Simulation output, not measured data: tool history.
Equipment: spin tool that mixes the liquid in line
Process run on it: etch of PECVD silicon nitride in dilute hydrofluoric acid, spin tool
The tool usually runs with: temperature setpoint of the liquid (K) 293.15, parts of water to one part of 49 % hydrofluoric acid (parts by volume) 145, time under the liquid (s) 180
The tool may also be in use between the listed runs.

run	hour	temperature setpoint of the liquid (K)	parts of water to one part of 49 % hydrofluoric acid (parts by volume)	time under the liquid (s)	read-back film thickness of the PECVD silicon nitride reference wafer, read on the same gauge (nm)	thickness taken off the PECVD silicon nitride on a monitor wafer (angstrom)
1	0.0	293.15	145	180	70.01	48.5
# hour 50.3: hydrofluoric acid flow meter replaced
2	50.8	293.15	145	180	70.01	45.3
3	103.6	293.15	145	180	70.05	45.5
4	173.5	293.15	145	180	70.00	45.2
5	235.9	290.15	145	180	70.03	37.2
6	333.8	293.15	145	180	70.07	46.0
7	431.4	293.15	145	180	70.02	45.9
8	503.5	291.15	105	180	70.01	55.4
9	584.1	290.15	145	140	69.99	29.7
10	627.5	293.15	145	180	70.00	46.5
11	729.3	293.15	145	180	69.99	46.6
# hour 756.9: thermometer replaced
12	781.6	294.65	110	180	69.97	67.4
13	871.1	297.65	145	100	70.01	34.9
# hour 958.9: gauge calibrated
14	973.8	290.15	115	180	70.05	48.3
15	1043.0	290.65	165	240	70.01	47.4
16	1139.9	293.15	145	180	70.00	47.5
17	1204.4	290.15	210	75	69.99	11.4
# hour 1362.2: hydrofluoric acid flow meter replaced
18	1523.7	290.65	145	105	69.97	22.7
19	1591.8	293.15	145	180	70.02	46.2
20	1674.4	293.15	145	180	69.98	45.9
21	1735.4	293.15	145	180	69.99	46.5
22	1785.6	293.15	145	285	69.97	73.8

3 ways to go on from here, each from the tool as it stands after run 22. What would each give?
A	1786.1	293.15	145	265	?	?
B	1786.1	290.65	85	95	?	?
C	1786.1	291.65	180	85	?	?

run	read-back film thickness of the PECVD silicon nitride reference wafer, read on the same gauge (nm)	thickness taken off the PECVD silicon nitride on a monitor wafer (angstrom)
A	70.00	68.8
B	70.00	34.9
C	70.00	16.2
Without the tool's unlogged condition, the same runs would have read:
run	thickness taken off the PECVD silicon nitride on a monitor wafer (angstrom)
A	66.7
B	33.9
C	15.7
